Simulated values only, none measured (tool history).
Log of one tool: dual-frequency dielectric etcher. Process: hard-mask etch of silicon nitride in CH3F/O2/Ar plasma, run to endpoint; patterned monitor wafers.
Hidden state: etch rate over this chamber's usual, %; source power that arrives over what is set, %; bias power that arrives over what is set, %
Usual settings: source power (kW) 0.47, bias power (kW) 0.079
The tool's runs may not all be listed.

run   hour  source power (kW)  bias power (kW)  wafers since the last listed run  hours since the last wet clean  hours since the last source power generator calibration  hours since the last bias power generator calibration  hours since the last upper electrode change  incoming incoming film thickness, nm  endpoint time (s)
  1      0               0.47            0.079                                 0                           199.1                                                   2548.7                                                 3204.9                                       4165.9                                 38.21               48.1
  2   16.7               0.47            0.079                               254                           215.8                                                   2565.4                                                 3221.6                                       4182.6                                 38.69               48.4
  3   24.8               0.47            0.079                               123                           223.9                                                   2573.5                                                 3229.7                                       4190.7                                 38.96               48.7
  4   42.2               0.43            0.094                               265                           241.3                                                   2590.9                                                 3247.1                                       4208.1                                 38.93               48.2
  5   54.9               0.47            0.079                               193                             254                                                   2603.6                                                 3259.8                                       4220.8                                 38.86               48.3
  6   61.8               0.47            0.093                               105                           260.9                                                   2610.5                                                 3266.7                                       4227.7                                 38.86               46.3
  7   75.7               0.47            0.093                               211                           274.8                                                   2624.4                                                 3280.6                                       4241.6                                 38.35               45.9
  8   93.7               0.47            0.079                               274                           292.8                                                   2642.4                                                 3298.6                                       4259.6                                 38.74               48.9
  9  104.5               0.47            0.079                               164                           303.6                                                   2653.2                                                 3309.4                                       4270.4                                  38.6               48.5
 10  121.2               0.39            0.079                               254                           320.3                                                   2669.9                                                 3326.1                                       4287.1                                 38.64               53.8
 11    129               0.47            0.079                               118                           328.1                                                   2677.7                                                 3333.9                                       4294.9                                 38.82               49.1
     137.4  -- bias power generator calibrated
 12  137.9               0.47            0.075                                74                             337                                                   2686.6                                                    0.5                                       4303.8                                 38.53               49.3
 13  144.6               0.47            0.079                               102                           343.7                                                   2693.3                                                    7.2                                       4310.5                                 38.83               49.7
 14  162.2               0.47            0.079                               268                           361.3                                                   2710.9                                                   24.8                                       4328.1                                 38.24                 49
 15  169.9               0.36            0.072                               117                             369                                                   2718.6                                                   32.5                                       4335.8                                 38.91               58.6
     180.5  -- source power generator calibrated
 16  185.4               0.47            0.079                               175                           384.5                                                      4.9                                                     48                                       4351.3                                 38.47               49.2
 17  199.7                0.4            0.066                               217                           398.8                                                     19.2                                                   62.3                                       4365.6                                 38.63               56.5
 18  209.1               0.44            0.094                               143                           408.2                                                     28.6                                                   71.7                                         4375                                 38.75               48.1
 19  215.7               0.44            0.079                               100                           414.8                                                     35.2                                                   78.3                                       4381.6                                 38.61               51.2
     247.8  -- upper electrode replaced
     267.9  -- wet clean of the chamber
 20  268.4               0.42            0.088                               131                             0.5                                                     87.9                                                    131                                         20.6                                 38.74               48.8
 21  268.7               0.47            0.079                                 4                             0.8                                                     88.2                                                  131.3                                         20.9                                 39.08               47.5
 22  269.1               0.56            0.098                                 6                             1.2                                                     88.6                                                  131.7                                         21.3                                 38.99               41.3
 23  280.5               0.42            0.087                               173                            12.6                                                      100                                                  143.1                                         32.7                                 38.59               48.7

The next listed run, before its measurement:
 24  302.1               0.55            0.079                               329                            34.2                                                    121.6                                                  164.7                                         54.3                                 38.53                  ?

Run 24 gave endpoint time (s) 43.7.
Without the tool's hidden state the same run would have given endpoint time (s) 43.4.
